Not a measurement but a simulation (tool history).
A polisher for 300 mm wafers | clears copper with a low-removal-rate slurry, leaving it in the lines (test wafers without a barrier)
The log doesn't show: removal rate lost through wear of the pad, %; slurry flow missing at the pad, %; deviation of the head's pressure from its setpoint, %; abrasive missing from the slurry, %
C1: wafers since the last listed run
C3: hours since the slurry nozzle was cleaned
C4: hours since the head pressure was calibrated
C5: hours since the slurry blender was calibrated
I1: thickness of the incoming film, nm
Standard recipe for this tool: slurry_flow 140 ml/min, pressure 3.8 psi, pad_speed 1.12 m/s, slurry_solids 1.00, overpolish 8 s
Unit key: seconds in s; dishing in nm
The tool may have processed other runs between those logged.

run 1 hour=0.0 | slurry_flow=170 pressure=3.8 pad_speed=1.12 slurry_solids=1.00 overpolish=8 | C1=0 wafers_polished_on_this_pad=56 C3=242.8 C4=146.5 C5=136.4 | I1=529.2 | seconds=131.8 dishing=21.4
-- hour=16.2 slurry nozzle cleaned
run 2 hour=20.7 | slurry_flow=140 pressure=3.8 pad_speed=1.12 slurry_solids=1.25 overpolish=8 | C1=163 wafers_polished_on_this_pad=219 C3=4.5 C4=167.2 C5=157.1 | I1=517.1 | seconds=132.8 dishing=21.1
run 3 hour=40.1 | slurry_flow=140 pressure=3.8 pad_speed=1.12 slurry_solids=1.00 overpolish=8 | C1=160 wafers_polished_on_this_pad=380 C3=23.9 C4=186.6 C5=176.5 | I1=524.0 | seconds=140.7 dishing=19.7
run 4 hour=69.4 | slurry_flow=140 pressure=3.8 pad_speed=1.12 slurry_solids=1.00 overpolish=8 | C1=242 wafers_polished_on_this_pad=623 C3=53.2 C4=215.9 C5=205.8 | I1=525.3 | seconds=145.8 dishing=19.7
run 5 hour=91.3 | slurry_flow=140 pressure=3.8 pad_speed=1.12 slurry_solids=1.00 overpolish=8 | C1=181 wafers_polished_on_this_pad=804 C3=75.1 C4=237.8 C5=227.7 | I1=511.8 | seconds=143.8 dishing=19.1
run 6 hour=112.3 | slurry_flow=140 pressure=3.8 pad_speed=1.12 slurry_solids=1.00 overpolish=8 | C1=173 wafers_polished_on_this_pad=978 C3=96.1 C4=258.8 C5=248.7 | I1=529.4 | seconds=154.1 dishing=18.7
-- hour=125.5 slurry blender recalibrated
run 7 hour=139.1 | slurry_flow=140 pressure=3.8 pad_speed=1.12 slurry_solids=1.00 overpolish=8 | C1=205 wafers_polished_on_this_pad=1183 C3=122.9 C4=285.6 C5=13.6 | I1=515.0 | seconds=146.7 dishing=19.5
-- hour=150.5 worn pad replaced by a new one
run 8 hour=155.1 | slurry_flow=140 pressure=3.8 pad_speed=1.12 slurry_solids=1.00 overpolish=8 | C1=99 wafers_polished_on_this_pad=37 C3=138.9 C4=301.6 C5=29.6 | I1=516.9 | seconds=124.4 dishing=21.2
run 9 hour=177.0 | slurry_flow=140 pressure=3.8 pad_speed=1.12 slurry_solids=1.00 overpolish=8 | C1=181 wafers_polished_on_this_pad=219 C3=160.8 C4=323.5 C5=51.5 | I1=514.7 | seconds=131.3 dishing=21.1
run 10 hour=210.5 | slurry_flow=140 pressure=3.8 pad_speed=1.12 slurry_solids=1.20 overpolish=8 | C1=277 wafers_polished_on_this_pad=496 C3=194.3 C4=357.0 C5=85.0 | I1=525.2 | seconds=135.9 dishing=20.3
run 11 hour=242.6 | slurry_flow=140 pressure=3.8 pad_speed=1.12 slurry_solids=1.20 overpolish=8 | C1=265 wafers_polished_on_this_pad=762 C3=226.4 C4=389.1 C5=117.1 | I1=519.5 | seconds=137.4 dishing=20.6
-- hour=253.9 slurry nozzle cleaned
run 12 hour=277.3 | slurry_flow=140 pressure=3.8 pad_speed=1.12 slurry_solids=1.00 overpolish=8 | C1=279 wafers_polished_on_this_pad=1041 C3=23.4 C4=423.8 C5=151.8 | I1=514.0 | seconds=144.9 dishing=18.9
run 13 hour=312.2 | slurry_flow=185 pressure=3.8 pad_speed=1.44 slurry_solids=1.00 overpolish=8 | C1=289 wafers_polished_on_this_pad=1331 C3=58.3 C4=458.7 C5=186.7 | I1=521.8 | seconds=113.6 dishing=23.9
-- hour=319.6 head pressure recalibrated
-- hour=330.9 worn pad replaced by a new one
run 14 hour=332.4 | slurry_flow=170 pressure=3.8 pad_speed=1.12 slurry_solids=1.00 overpolish=8 | C1=117 wafers_polished_on_this_pad=12 C3=78.5 C4=12.8 C5=206.9 | I1=527.8 | seconds=132.5 dishing=21.1
run 15 hour=361.8 | slurry_flow=140 pressure=4.6 pad_speed=1.38 slurry_solids=1.00 overpolish=3 | C1=243 wafers_polished_on_this_pad=256 C3=107.9 C4=42.2 C5=236.3 | I1=517.1 | seconds=92.1 dishing=12.2
run 16 hour=383.0 | slurry_flow=140 pressure=3.8 pad_speed=1.12 slurry_solids=1.00 overpolish=13 | C1=175 wafers_polished_on_this_pad=431 C3=129.1 C4=63.4 C5=257.5 | I1=523.0 | seconds=142.2 dishing=28.5

Expected results for the next run?
-- hour=391.5 slurry blender recalibrated
run 17 hour=411.2 | slurry_flow=140 pressure=3.8 pad_speed=1.12 slurry_solids=1.10 overpolish=8 | C1=217 wafers_polished_on_this_pad=648 C3=157.3 C4=91.6 C5=19.7 | I1=517.2 | seconds=? dishing=?

seconds: 132.1 s
dishing: 20.6 nm
Take away the tool's hidden state, keep the run-to-run variation as it was, and the same run would have given seconds 121.0 s, dishing 22.1 nm.
